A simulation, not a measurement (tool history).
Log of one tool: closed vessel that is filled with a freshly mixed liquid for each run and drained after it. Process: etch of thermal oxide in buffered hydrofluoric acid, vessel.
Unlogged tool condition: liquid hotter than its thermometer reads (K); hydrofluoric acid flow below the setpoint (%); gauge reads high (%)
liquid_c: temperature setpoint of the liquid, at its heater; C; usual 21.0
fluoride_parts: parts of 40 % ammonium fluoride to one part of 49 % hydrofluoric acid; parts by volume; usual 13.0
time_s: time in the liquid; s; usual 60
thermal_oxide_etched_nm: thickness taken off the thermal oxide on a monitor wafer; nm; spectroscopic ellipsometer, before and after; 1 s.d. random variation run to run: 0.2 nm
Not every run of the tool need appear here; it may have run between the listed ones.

run     day  liquid_c  fluoride_parts  time_s  wafers since the last listed run  hours since the thermometer was replaced  hours since the hydrofluoric acid flow meter was replaced  hours since the gauge calibration  read-back film thickness of the thermal oxide reference wafer, read on the same gauge (nm)  thermal_oxide_etched_nm
  1   0.000      21.0            13.0      60                                 0                                    1658.1                                                     1768.8                              110.8                                                                                       60.03                    37.81
  2   1.150      21.0            13.0      60                              1776                                    1685.7                                                     1796.4                              138.4                                                                                       59.98                    38.06
  3   1.883      21.0            13.0      60                              1132                                    1703.3                                                     1814.0                              156.0                                                                                       60.01                    38.03
  4   2.833      21.0            13.0      60                              1467                                    1726.1                                                     1836.8                              178.8                                                                                       59.98                    38.03
  5   3.996      21.0            13.0      60                              1796                                    1754.0                                                     1864.7                              206.7                                                                                       60.01                    37.91
      5.212  -- hydrofluoric acid flow meter replaced
  6   5.762      21.0            13.0      60                              2665                                    1796.4                                                       13.2                              249.1                                                                                       59.98                    43.33
      6.267  -- gauge calibrated
  7   6.521      21.0            13.0      60                              1171                                    1814.6                                                       31.4                                6.1                                                                                       59.98                    43.50
      7.600  -- thermometer replaced
  8   7.696      21.0             8.0      60                              1750                                       2.3                                                       59.6                               34.3                                                                                       60.00                    67.78
  9   8.400      25.5            16.0      60                              1087                                      19.2                                                       76.5                               51.2                                                                                       60.03                    44.38
 10   9.062      24.0            16.5      60                              1023                                      35.1                                                       92.4                               67.1                                                                                       59.94                    40.17
 11   9.721      21.0            13.0      60                              1017                                      50.9                                                      108.2                               82.9                                                                                       59.99                    42.68
 12  11.112      21.0            13.0      60                              2150                                      84.3                                                      141.6                              116.3                                                                                       60.03                    42.98
 13  11.725      21.0             9.5      30                               946                                      99.0                                                      156.3                              131.0                                                                                       59.97                    28.96
 14  12.662      17.0            10.0      50                              1448                                     121.5                                                      178.8                              153.5                                                                                       59.98                    36.69

Hidden state at the last listed run before each entry between runs and at the first one after, where it differs:
In the gap between runs 5 and 6: hydrofluoric acid flow meter replaced (day 5.212)
  hydrofluoric acid flow below the setpoint (%): 13.4 -> 1.06
  measured value less the no-hidden-state value, thermal_oxide_etched_nm: -5.76 -> -0.46 nm
In the gap between runs 6 and 7: gauge calibrated (day 6.267)
  hydrofluoric acid flow below the setpoint (%): 1.06 -> 1.18
  measured value less the no-hidden-state value, thermal_oxide_etched_nm: -0.46 -> -0.51 nm
In the gap between runs 7 and 8: thermometer replaced (day 7.600)
  hydrofluoric acid flow below the setpoint (%): 1.18 -> 1.37
  measured value less the no-hidden-state value, thermal_oxide_etched_nm: -0.51 -> -1.02 nm
